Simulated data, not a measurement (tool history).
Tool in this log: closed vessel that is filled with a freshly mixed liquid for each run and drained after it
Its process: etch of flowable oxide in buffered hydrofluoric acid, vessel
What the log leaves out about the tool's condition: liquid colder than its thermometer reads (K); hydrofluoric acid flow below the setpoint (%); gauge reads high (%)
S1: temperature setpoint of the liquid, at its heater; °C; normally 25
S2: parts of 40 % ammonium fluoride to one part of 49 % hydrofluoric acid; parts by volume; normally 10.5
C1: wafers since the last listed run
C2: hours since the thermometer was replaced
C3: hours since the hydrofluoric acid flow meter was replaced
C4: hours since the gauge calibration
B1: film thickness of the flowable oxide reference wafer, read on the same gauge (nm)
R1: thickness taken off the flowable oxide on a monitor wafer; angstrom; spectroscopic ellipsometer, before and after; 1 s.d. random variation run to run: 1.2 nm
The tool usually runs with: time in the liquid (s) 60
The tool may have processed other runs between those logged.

Run 1, hour 0: usual settings; C1 0; C2 844.3; C3 22.9; C4 3680.6; B1 59.96. Result: R1 1223 angstrom.
Run 2, hour 100.5: usual settings; C1 11578; C2 944.8; C3 123.4; C4 3781.1; B1 60.01. Result: R1 1237.8 angstrom.
Run 3, hour 161.1: usual settings; C1 6981; C2 1005.4; C3 184; C4 3841.7; B1 59.99. Result: R1 1250 angstrom.
Run 4, hour 247.3: usual settings; C1 9931; C2 1091.6; C3 270.2; C4 3927.9; B1 60. Result: R1 1215.1 angstrom.
Run 5, hour 330.8: usual settings but S2 8.5 parts by volume, time in the liquid (s) 50; C1 9619; C2 1175.1; C3 353.7; C4 4011.4; B1 60.01. Result: R1 1204.9 angstrom.
Run 6, hour 371.1: usual settings but S1 27 °C; C1 4642; C2 1215.4; C3 394; C4 4051.7; B1 59.99. Result: R1 1356 angstrom.
Run 7, hour 446.9: usual settings but S1 27 °C; C1 8732; C2 1291.2; C3 469.8; C4 4127.5; B1 59.98. Result: R1 1360.2 angstrom.
Run 8, hour 491.5: usual settings; C1 5138; C2 1335.8; C3 514.4; C4 4172.1; B1 60. Result: R1 1242.5 angstrom.
Run 9, hour 580.2: usual settings but S2 7 parts by volume, time in the liquid (s) 70; C1 10219; C2 1424.5; C3 603.1; C4 4260.8; B1 60.01. Result: R1 2071.1 angstrom.
Run 10, hour 630.8: usual settings but S2 7.5 parts by volume, time in the liquid (s) 70; C1 5829; C2 1475.1; C3 653.7; C4 4311.4; B1 59.99. Result: R1 1954.5 angstrom.
Run 11, hour 733.4: usual settings but S1 27 °C; C1 11820; C2 1577.7; C3 756.3; C4 4414; B1 59.96. Result: R1 1350.8 angstrom.
At hour 752.1: gauge calibrated.
Run 12, hour 901.6: usual settings but S1 23 °C; C1 19378; C2 1745.9; C3 924.5; C4 149.5; B1 60. Result: R1 1099.8 angstrom.
Run 13, hour 988: usual settings; C1 9954; C2 1832.3; C3 1010.9; C4 235.9; B1 59.99. Result: R1 1238.6 angstrom.
At hour 1030.3: hydrofluoric acid flow meter replaced.
Run 14, hour 1093: usual settings but S2 8.5 parts by volume, time in the liquid (s) 80; C1 11981; C2 1937.3; C3 62.7; C4 340.9; B1 60. Result: R1 1938.5 angstrom.
Run 15, hour 1138.3: usual settings but S2 12.5 parts by volume, time in the liquid (s) 40; C1 5218; C2 1982.6; C3 108; C4 386.2; B1 60. Result: R1 692.5 angstrom.
Run 16, hour 1199.5: usual settings but S1 22 °C, time in the liquid (s) 35; C1 7050; C2 2043.8; C3 169.2; C4 447.4; B1 60. Result: R1 605 angstrom.
Run 17, hour 1296.8: usual settings but S1 28 °C; C1 11209; C2 2141.1; C3 266.5; C4 544.7; B1 59.99. Result: R1 1432.2 angstrom.
At hour 1345.6: thermometer replaced.
Run 18, hour 1393.8: usual settings but S1 22 °C, S2 11.5 parts by volume, time in the liquid (s) 35; C1 11060; C2 48.2; C3 363.5; C4 641.7; B1 60.02. Result: R1 551.3 angstrom.
Run 19, hour 1487.9: usual settings but S1 27.5 °C; C1 10841; C2 142.3; C3 457.6; C4 735.8; B1 60.01. Result: R1 1394.9 angstrom.
Run 20, hour 1551.6: usual settings but S1 29 °C, S2 7.5 parts by volume, time in the liquid (s) 90; C1 7338; C2 206; C3 521.3; C4 799.5; B1 59.97. Result: R1 3137.3 angstrom.
Run 21, hour 1642.7: usual settings but S2 12.5 parts by volume, time in the liquid (s) 90; C1 10495; C2 297.1; C3 612.4; C4 890.6; B1 60. Result: R1 1565.1 angstrom.
Run 22, hour 1704.9: usual settings but S1 26.5 °C; C1 7166; C2 359.3; C3 674.6; C4 952.8; B1 60. Result: R1 1336.6 angstrom.
Run 23, hour 1797.4: usual settings but S1 23.5 °C, S2 7 parts by volume; C1 10656; C2 451.8; C3 767.1; C4 1045.3; B1 60.01. Result: R1 1678.5 angstrom.
At hour 1886.7: hydrofluoric acid flow meter replaced.
Run 24, hour 1902.8: usual settings but S1 21.5 °C, S2 8 parts by volume, time in the liquid (s) 30; C1 12027; C2 557.2; C3 16.1; C4 1150.7; B1 60.03. Result: R1 646.4 angstrom.
Run 25, hour 1992.6: usual settings but time in the liquid (s) 95; C1 10345; C2 647; C3 105.9; C4 1240.5; B1 59.99. Result: R1 1929.8 angstrom.
Run 26, hour 2061.4: usual settings but time in the liquid (s) 85; C1 7926; C2 715.8; C3 174.7; C4 1309.3; B1 60. Result: R1 1742.9 angstrom.
Run 27, hour 2124.6: usual settings but S2 13 parts by volume, time in the liquid (s) 40; C1 7281; C2 779; C3 237.9; C4 1372.5; B1 60. Result: R1 670.3 angstrom.
Run 28, hour 2179.5: usual settings but S1 27.5 °C, time in the liquid (s) 30; C1 6324; C2 833.9; C3 292.8; C4 1427.4; B1 60.02. Result: R1 691 angstrom.
Run 29, hour 2259.7: usual settings but S1 27.5 °C, time in the liquid (s) 85; C1 9239; C2 914.1; C3 373; C4 1507.6; B1 60. Result: R1 1996.5 angstrom.
Run 30, hour 2349.6: usual settings but S1 22.5 °C, S2 9.5 parts by volume; C1 10357; C2 1004; C3 462.9; C4 1597.5; B1 60. Result: R1 1139.6 angstrom.
Run 31, hour 2443.2: usual settings; C1 10783; C2 1097.6; C3 556.5; C4 1691.1; B1 60. Result: R1 1233.1 angstrom.
Run 32, hour 2527.9: usual settings but S1 27 °C, time in the liquid (s) 50; C1 9758; C2 1182.3; C3 641.2; C4 1775.8; B1 59.98. Result: R1 1160 angstrom.

How the hidden state differs across the entries between the runs, from the last listed run before each to the first after it:
After run 11, before run 12: gauge calibrated (hour 752.1)
  no difference in the tool's unlogged condition between these two runs
After run 13, before run 14: hydrofluoric acid flow meter replaced (hour 1030.3)
  no difference in the tool's unlogged condition between these two runs
After run 17, before run 18: thermometer replaced (hour 1345.6)
  no difference in the tool's unlogged condition between these two runs
After run 23, before run 24: hydrofluoric acid flow meter replaced (hour 1886.7)
  no difference in the tool's unlogged condition between these two runs
